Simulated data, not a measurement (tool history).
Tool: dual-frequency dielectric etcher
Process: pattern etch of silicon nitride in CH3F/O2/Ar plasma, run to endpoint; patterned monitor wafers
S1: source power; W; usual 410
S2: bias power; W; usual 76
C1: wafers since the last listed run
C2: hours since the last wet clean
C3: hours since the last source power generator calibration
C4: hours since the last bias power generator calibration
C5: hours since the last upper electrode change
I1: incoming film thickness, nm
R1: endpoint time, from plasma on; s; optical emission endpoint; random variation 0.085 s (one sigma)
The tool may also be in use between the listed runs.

run	hour	S1	S2	C1	C2	C3	C4	C5	I1	R1
1	0.0	410	76	0	487.3	2040.8	3539.6	3327.8	19.33	27.9
# hour 17.9: wet clean of the chamber
2	30.0	410	76	109	12.1	2070.8	3569.6	3357.8	19.21	28.1
3	97.7	410	76	611	79.8	2138.5	3637.3	3425.5	19.29	28.3
4	133.5	410	76	323	115.6	2174.3	3673.1	3461.3	19.31	28.2
5	164.9	410	76	283	147.0	2205.7	3704.5	3492.7	19.26	28.1
6	232.6	410	76	611	214.7	2273.4	3772.2	3560.4	19.45	28.3
7	289.3	410	76	511	271.4	2330.1	3828.9	3617.1	19.35	28.2
8	338.9	410	76	447	321.0	2379.7	3878.5	3666.7	19.03	27.7
# hour 410.5: bias power generator calibrated
9	411.0	410	76	614	393.1	2451.8	0.5	3738.8	19.30	28.0
10	444.2	440	65	299	426.3	2485.0	33.7	3772.0	19.49	28.0
# hour 483.1: upper electrode replaced
# hour 513.8: wet clean of the chamber
11	514.3	330	63	199	0.5	2555.1	103.8	31.2	19.33	32.6
# hour 522.8: source power generator calibrated
12	528.7	480	76	93	14.9	5.9	118.2	45.6	19.44	26.3
13	583.3	370	94	492	69.5	60.5	172.8	100.2	19.30	28.6
14	638.5	410	76	498	124.7	115.7	228.0	155.4	19.27	28.1
15	685.9	410	76	427	172.1	163.1	275.4	202.8	19.32	28.3
16	719.3	410	88	301	205.5	196.5	308.8	236.2	19.20	27.3
17	750.3	410	87	279	236.5	227.5	339.8	267.2	19.28	27.4
18	779.7	370	94	265	265.9	256.9	369.2	296.6	19.48	28.8
19	804.6	490	66	224	290.8	281.8	394.1	321.5	19.28	26.3

5 ways to go on from here, each from the tool as it stands after run 19. What would each give?
A	805.0	450	76	3	291.2	282.2	394.5	321.9	19.49	?
B	805.0	360	57	3	291.2	282.2	394.5	321.9	19.49	?
C	805.0	340	82	3	291.2	282.2	394.5	321.9	19.49	?
D	805.0	360	70	3	291.2	282.2	394.5	321.9	19.49	?
E	805.0	410	93	3	291.2	282.2	394.5	321.9	19.49	?

run	R1
A	27.0
B	31.6
C	30.7
D	30.6
E	27.2
Without the tool's hidden state the same runs would have given:
run	R1
A	27.3
B	31.9
C	31.0
D	30.9
E	27.5

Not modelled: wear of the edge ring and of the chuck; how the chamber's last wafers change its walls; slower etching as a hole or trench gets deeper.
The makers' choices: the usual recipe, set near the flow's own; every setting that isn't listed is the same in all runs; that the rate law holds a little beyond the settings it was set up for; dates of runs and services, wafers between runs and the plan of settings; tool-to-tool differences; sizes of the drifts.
